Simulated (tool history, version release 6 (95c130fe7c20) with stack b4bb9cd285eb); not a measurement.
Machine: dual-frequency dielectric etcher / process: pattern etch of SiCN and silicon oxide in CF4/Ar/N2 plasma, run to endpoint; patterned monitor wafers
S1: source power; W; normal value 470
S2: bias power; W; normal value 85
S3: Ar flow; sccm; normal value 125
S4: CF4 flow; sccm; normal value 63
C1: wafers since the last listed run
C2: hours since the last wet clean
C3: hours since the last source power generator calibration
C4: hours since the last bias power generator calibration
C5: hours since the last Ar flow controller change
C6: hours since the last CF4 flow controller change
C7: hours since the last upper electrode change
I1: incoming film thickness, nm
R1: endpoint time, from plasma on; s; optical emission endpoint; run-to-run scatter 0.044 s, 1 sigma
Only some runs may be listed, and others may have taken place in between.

run 1 day=0.000 | S1=360 S2=75 S3=111 S4=55 | C1=0 C2=70.8 C3=4869.4 C4=661.8 C5=703.3 C6=2110.9 C7=89.9 | I1=10.13 | R1=13.6
run 2 day=3.567 | S1=470 S2=85 S3=125 S4=72 | C1=1182 C2=156.4 C3=4955.0 C4=747.4 C5=788.9 C6=2196.5 C7=175.5 | I1=10.07 | R1=10.9
run 3 day=13.692 | S1=560 S2=85 S3=125 S4=56 | C1=3358 C2=399.4 C3=5198.0 C4=990.4 C5=1031.9 C6=2439.5 C7=418.5 | I1=10.15 | R1=10.0
run 4 day=16.504 | S1=470 S2=85 S3=125 S4=63 | C1=932 C2=466.9 C3=5265.5 C4=1057.9 C5=1099.4 C6=2507.0 C7=486.0 | I1=10.08 | R1=11.0
-- day=17.554 source power generator calibrated
-- day=19.612 CF4 flow controller replaced
run 5 day=19.633 | S1=470 S2=67 S3=100 S4=63 | C1=899 C2=542.0 C3=49.9 C4=1133.0 C5=1174.5 C6=0.5 C7=561.1 | I1=10.02 | R1=10.9
run 6 day=21.867 | S1=470 S2=85 S3=125 S4=63 | C1=740 C2=595.6 C3=103.5 C4=1186.6 C5=1228.1 C6=54.1 C7=614.7 | I1=10.01 | R1=11.0
-- day=29.296 wet clean of the chamber
run 7 day=35.100 | S1=470 S2=85 S3=125 S4=63 | C1=4057 C2=139.3 C3=421.1 C4=1504.2 C5=1545.7 C6=371.7 C7=932.3 | I1=10.17 | R1=11.2
run 8 day=37.650 | S1=470 S2=85 S3=125 S4=63 | C1=845 C2=200.5 C3=482.3 C4=1565.4 C5=1606.9 C6=432.9 C7=993.5 | I1=10.10 | R1=11.1
run 9 day=39.333 | S1=470 S2=85 S3=125 S4=63 | C1=558 C2=240.9 C3=522.7 C4=1605.8 C5=1647.3 C6=473.3 C7=1033.9 | I1=10.08 | R1=11.1
run 10 day=42.142 | S1=470 S2=85 S3=115 S4=55 | C1=931 C2=308.3 C3=590.1 C4=1673.2 C5=1714.7 C6=540.7 C7=1101.3 | I1=10.05 | R1=11.1
run 11 day=45.212 | S1=380 S2=85 S3=125 S4=77 | C1=1018 C2=382.0 C3=663.8 C4=1746.9 C5=1788.4 C6=614.4 C7=1175.0 | I1=10.08 | R1=12.2
-- day=51.971 bias power generator calibrated
run 12 day=52.438 | S1=580 S2=101 S3=125 S4=68 | C1=2340 C2=555.4 C3=837.2 C4=11.2 C5=1961.8 C6=787.8 C7=1348.4 | I1=10.15 | R1=9.0
run 13 day=55.425 | S1=380 S2=85 S3=125 S4=63 | C1=990 C2=627.1 C3=908.9 C4=82.9 C5=2033.5 C6=859.5 C7=1420.1 | I1=10.19 | R1=12.7
run 14 day=59.150 | S1=530 S2=85 S3=125 S4=50 | C1=1235 C2=716.5 C3=998.3 C4=172.3 C5=2122.9 C6=948.9 C7=1509.5 | I1=10.09 | R1=10.4
-- day=62.846 wet clean of the chamber
run 15 day=62.938 | S1=470 S2=85 S3=125 S4=68 | C1=924 C2=2.2 C3=1089.2 C4=263.2 C5=2213.8 C6=1039.8 C7=1600.4 | I1=10.19 | R1=11.1
run 16 day=64.946 | S1=530 S2=85 S3=101 S4=63 | C1=666 C2=50.4 C3=1137.4 C4=311.4 C5=2262.0 C6=1088.0 C7=1648.6 | I1=10.08 | R1=9.8
run 17 day=66.808 | S1=470 S2=85 S3=125 S4=63 | C1=617 C2=95.1 C3=1182.1 C4=356.1 C5=2306.7 C6=1132.7 C7=1693.3 | I1=10.08 | R1=11.2
run 18 day=68.342 | S1=470 S2=74 S3=125 S4=63 | C1=508 C2=131.9 C3=1218.9 C4=392.9 C5=2343.5 C6=1169.5 C7=1730.1 | I1=10.08 | R1=11.6
run 19 day=71.054 | S1=470 S2=85 S3=125 S4=63 | C1=899 C2=197.0 C3=1284.0 C4=458.0 C5=2408.6 C6=1234.6 C7=1795.2 | I1=10.12 | R1=11.1
run 20 day=73.862 | S1=470 S2=85 S3=102 S4=63 | C1=931 C2=264.4 C3=1351.4 C4=525.4 C5=2476.0 C6=1302.0 C7=1862.6 | I1=10.13 | R1=10.6
run 21 day=77.675 | S1=470 S2=85 S3=125 S4=63 | C1=1264 C2=355.9 C3=1442.9 C4=616.9 C5=2567.5 C6=1393.5 C7=1954.1 | I1=10.23 | R1=11.2
-- day=80.312 Ar flow controller replaced
run 22 day=80.867 | S1=470 S2=85 S3=139 S4=63 | C1=975 C2=432.5 C3=1519.5 C4=693.5 C5=13.3 C6=1470.1 C7=2030.7 | I1=10.24 | R1=11.5
run 23 day=83.146 | S1=470 S2=85 S3=125 S4=63 | C1=755 C2=487.2 C3=1574.2 C4=748.2 C5=68.0 C6=1524.8 C7=2085.4 | I1=10.04 | R1=10.9
run 24 day=86.938 | S1=470 S2=85 S3=125 S4=78 | C1=1257 C2=578.2 C3=1665.2 C4=839.2 C5=159.0 C6=1615.8 C7=2176.4 | I1=10.17 | R1=10.8

Consider 4 possible next runs. They are alternatives, not a sequence: every one starts from the tool as it was left by run 24. What does each give?
run A day=86.954 | S1=470 S2=85 S3=125 S4=63 | C1=5 C2=578.6 C3=1665.6 C4=839.6 C5=159.4 C6=1616.2 C7=2176.8 | I1=10.15 | R1=?
run B day=86.954 | S1=470 S2=85 S3=125 S4=71 | C1=5 C2=578.6 C3=1665.6 C4=839.6 C5=159.4 C6=1616.2 C7=2176.8 | I1=10.15 | R1=?
run C day=86.954 | S1=410 S2=93 S3=114 S4=63 | C1=5 C2=578.6 C3=1665.6 C4=839.6 C5=159.4 C6=1616.2 C7=2176.8 | I1=10.15 | R1=?
run D day=86.954 | S1=470 S2=85 S3=125 S4=76 | C1=5 C2=578.6 C3=1665.6 C4=839.6 C5=159.4 C6=1616.2 C7=2176.8 | I1=10.15 | R1=?

run=A R1=11.1
run=B R1=10.9
run=C R1=11.6
run=D R1=10.8
What these runs would have given with no unlogged condition in the tool:
run=A R1=11.3
run=B R1=11.1
run=C R1=11.8
run=D R1=11.0
